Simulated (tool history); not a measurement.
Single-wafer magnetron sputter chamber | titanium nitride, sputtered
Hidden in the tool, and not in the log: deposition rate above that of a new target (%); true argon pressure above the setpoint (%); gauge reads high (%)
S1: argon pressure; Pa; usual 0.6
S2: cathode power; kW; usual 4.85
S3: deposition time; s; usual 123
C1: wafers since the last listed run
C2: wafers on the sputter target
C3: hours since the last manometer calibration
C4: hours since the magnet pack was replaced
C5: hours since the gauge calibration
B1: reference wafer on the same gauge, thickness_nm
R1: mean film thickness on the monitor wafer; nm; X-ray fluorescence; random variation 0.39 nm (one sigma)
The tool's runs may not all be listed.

run   hour     S1    S2   S3   C1    C2      C3      C4     C5       B1       R1
  1      0    0.6  4.85  123    0  2346  1324.8  4618.4  235.7  103.212    88.53
  2   46.3    0.6  4.85  123  307  2654  1371.1  4664.7    282  102.793   88.291
  3   60.8    0.6  4.85  123   96  2750  1385.6  4679.2  296.5  102.913   87.682
  4   95.7    0.6  4.85  118  231  2982  1420.5  4714.1  331.4  102.732   83.874
     106.3  -- gauge calibrated
     119.8  -- sputter target and shields replaced
  5  120.3    0.6  4.85  118  110     3  1445.1  4738.7     14  102.764   79.646
     134.4  -- magnet pack replaced
  6  136.8    0.6   4.5  123   56    59  1461.6     2.4   30.5  103.035     77.3
  7  157.6    0.6  4.85  123  138   197  1482.4    23.2   51.3  102.798   82.068
     172.6  -- sputter target and shields replaced, repeated, since the last time left the tool worse
  8  173.1  0.479  3.85  131   49     3  1497.9    38.7   66.8  102.944   80.245
  9    201    0.6  4.85  141  185   188  1525.8    66.6   94.7  102.837  104.747
 10  233.7    0.6  4.85  139  217   405  1558.5    99.3  127.4  103.091  102.313
     242.7  -- capacitance manometer re-zeroed and calibrated
 11  259.8  0.472   5.5  123  120   526    17.1   125.4  153.5  102.899  104.671
 12  282.9  0.752   4.5  135  153   679    40.2   148.5  176.6  102.778   87.368
 13  311.6    0.6  4.85  123  190   870    68.9   177.2  205.3  102.972   88.957
 14  334.3  0.789   3.8  123  150  1021    91.6   199.9    228  102.862   65.512

5 ways to go on from here, each from the tool as it stands after run 14. What would each give?
  A  334.7  0.473  4.85  123   2  1023  92  200.3  228.4   ?   ?
  B  334.7    0.6   3.8  108   2  1023  92  200.3  228.4   ?   ?
  C  334.7  0.838   5.2  146   2  1023  92  200.3  228.4   ?   ?
  D  334.7    0.6  4.45  123   2  1023  92  200.3  228.4   ?   ?
  E  334.7  0.793  3.65  142   2  1023  92  200.3  228.4   ?   ?

run       B1       R1
  A  102.916   92.029
  B  102.916   61.077
  C  102.916  105.768
  D  102.916   81.458
  E  102.916   73.105
Without the tool's hidden state the same runs would have given:
run      R1
  A  96.077
  B  63.764
  C  110.42
  D  85.041
  E   76.32
